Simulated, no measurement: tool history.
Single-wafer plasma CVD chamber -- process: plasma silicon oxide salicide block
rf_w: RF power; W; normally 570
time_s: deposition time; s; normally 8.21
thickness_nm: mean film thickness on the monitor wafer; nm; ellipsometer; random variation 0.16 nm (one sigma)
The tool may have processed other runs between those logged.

| run | hour | rf_w | time_s | read-back reference wafer on the same gauge, thickness_nm | thickness_nm |
|---|---|---|---|---|---|
| 1 | 0 | 570 | 7.47 | 64.298 | 65.86 |
| 2 | 29.8 | 570 | 7.47 | 64.329 | 66.056 |
| 3 | 42.5 | 570 | 8.21 | 64.258 | 72.648 |
| 4 | 72 | 570 | 8.21 | 64.354 | 72.306 |
| 5 | 90.9 | 570 | 8.21 | 64.309 | 72.417 |
| 6 | 120.4 | 570 | 8.21 | 64.293 | 72.635 |
| 7 | 147.4 | 570 | 8.21 | 64.294 | 72.253 |
| 8 | 177.8 | 570 | 8.21 | 64.279 | 72.439 |
| 9 | 200.5 | 570 | 8.21 | 64.336 | 72.315 |
| 10 | 222.6 | 570 | 8.21 | 64.298 | 72.656 |
| 11 | 238.7 | 570 | 8.21 | 64.276 | 72.436 |
| 12 | 264.8 | 570 | 8.21 | 64.303 | 72.492 |
|  | 277.4 | showerhead replaced |
| 13 | 277.9 | 570 | 8.21 | 64.321 | 72.4 |
| 14 | 291.4 | 570 | 8.21 | 64.302 | 72.48 |
| 15 | 327 | 570 | 8.21 | 64.323 | 72.458 |
| 16 | 347.4 | 570 | 8.21 | 64.321 | 72.437 |
| 17 | 366.6 | 670 | 7.64 | 64.261 | 71.612 |
| 18 | 386.2 | 570 | 8.21 | 64.315 | 72.525 |
| 19 | 411.2 | 570 | 8.21 | 64.333 | 72.495 |
| 20 | 424.3 | 640 | 8.74 | 64.333 | 80.69 |
|  | 451.7 | gauge calibrated |
| 21 | 459.5 | 465 | 9.68 | 64.293 | 78.416 |
|  | 489.1 | RF generator calibrated |
| 22 | 512.8 | 570 | 8.21 | 64.3 | 74.42 |
| 23 | 533.9 | 475 | 6.83 | 64.364 | 57.417 |
| 24 | 564.5 | 635 | 9.84 | 64.309 | 92.893 |
| 25 | 597.1 | 610 | 9.33 | 64.338 | 86.663 |
| 26 | 614.2 | 465 | 9.68 | 64.261 | 80.794 |
| 27 | 635.6 | 475 | 6.83 | 64.298 | 57.368 |
| 28 | 659 | 610 | 8.21 | 64.353 | 76.203 |
| 29 | 685.2 | 480 | 7.02 | 64.308 | 59.107 |
| 30 | 714.8 | 660 | 7.48 | 64.28 | 71.349 |
| 31 | 767.2 | 570 | 8.21 | 64.337 | 73.826 |
| 32 | 795.3 | 490 | 9.66 | 64.303 | 81.992 |

Measured less the same run without the tool's hidden state. The same run-to-run variation is in both; the gauge's scatter may not be:
Hidden conditions of the tool in this case: delivered RF power above the setpoint (%); gauge reads high (%).
| run | thickness_nm |
|---|---|
| 1 | -2.152 |
| 2 | -2.169 |
| 3 | -2.389 |
| 4 | -2.388 |
| 5 | -2.399 |
| 6 | -2.416 |
| 7 | -2.412 |
| 8 | -2.428 |
| 9 | -2.43 |
| 10 | -2.448 |
| 11 | -2.446 |
| 12 | -2.455 |
| 13 | -2.455 |
| 14 | -2.461 |
| 15 | -2.47 |
| 16 | -2.474 |
| 17 | -2.451 |
| 18 | -2.487 |
| 19 | -2.492 |
| 20 | -2.777 |
| 21 | -2.707 |
| 22 | -0.34 |
| 23 | -0.31 |
| 24 | -0.61 |
| 25 | -0.674 |
| 26 | -0.678 |
| 27 | -0.524 |
| 28 | -0.758 |
| 29 | -0.64 |
| 30 | -0.842 |
| 31 | -0.992 |
| 32 | -1.17 |
